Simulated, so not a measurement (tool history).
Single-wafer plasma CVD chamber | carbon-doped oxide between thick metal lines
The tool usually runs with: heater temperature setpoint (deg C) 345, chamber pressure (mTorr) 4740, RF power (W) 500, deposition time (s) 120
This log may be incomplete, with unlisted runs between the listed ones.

run	hour	heater temperature setpoint (deg C)	chamber pressure (mTorr)	RF power (W)	deposition time (s)	read-back reference wafer on the same gauge, thickness_nm	mean film thickness on the monitor wafer (Å)
1	0	345	4740	500	120	713.807	6099.39
2	24.7	345	4740	500	120	714.199	6122.32
3	51.8	345	4740	500	120	713.963	6094.24
4	66.7	345	4740	425	120	713.957	5144.9
5	98.4	345	4740	425	120	714.413	5138.43
6	128.5	338	4740	500	120	714.302	6235.92
7	157.9	338	4740	500	120	713.978	6256.32
8	176.5	345	5060	570	120	713.886	6910.03
9	203.4	345	4740	500	120	713.664	6083.75
10	216.1	345	4740	555	120	714.345	6654.71
11	244.4	345	4740	500	120	713.613	6071.24
12	267.6	352	4740	500	120	714.084	6506.91
13	291.4	345	4740	500	144	714.216	7911.93
14	315.3	345	4740	500	120	714.09	6632.21
15	341.6	352	4390	460	98	714.601	4818.35
16	362.5	335	4010	425	120	713.785	5639.84
17	384	352	3770	500	135	713.084	6985.24
18	413	345	4740	500	120	714.55	6533.33

Removed from this log: 6 entries logged between the listed runs. Between which two listed runs does each belong, and how does the tool's hidden state at the listed run before it compare with that at the listed run after it?
Runs 1 to 2: gauge calibrated (hour 11)
  delivered RF power above the setpoint (%): -8.84 -> -8.85
  measured minus no-state result, mean film thickness on the monitor wafer (Å): -539.49 -> -542.53
Runs 5 to 6: thermocouple changed; heater temperature recalibrated (hour 128)
  delivered RF power above the setpoint (%): -8.89 -> -8.9
  measured minus no-state result, mean film thickness on the monitor wafer (Å): -529.68 -> -556.63
Runs 7 to 8: showerhead replaced (hour 171.2)
  the hidden state is the same at both runs
  measured minus no-state result, mean film thickness on the monitor wafer (Å): -559.49 -> -567.24
Runs 10 to 11: gauge calibrated (hour 234.1)
  delivered RF power above the setpoint (%): -8.94 -> -8.95
  measured minus no-state result, mean film thickness on the monitor wafer (Å): -552.27 -> -545.69
Runs 11 to 12: RF generator calibrated (hour 267.1)
  delivered RF power above the setpoint (%): -8.95 -> -0.0847
  measured minus no-state result, mean film thickness on the monitor wafer (Å): -545.69 -> -4.77
Runs 13 to 14: capacitance manometer re-zeroed and calibrated (hour 303)
  delivered RF power above the setpoint (%): -0.356 -> -0.619
  measured minus no-state result, mean film thickness on the monitor wafer (Å): -24.4 -> -35.71
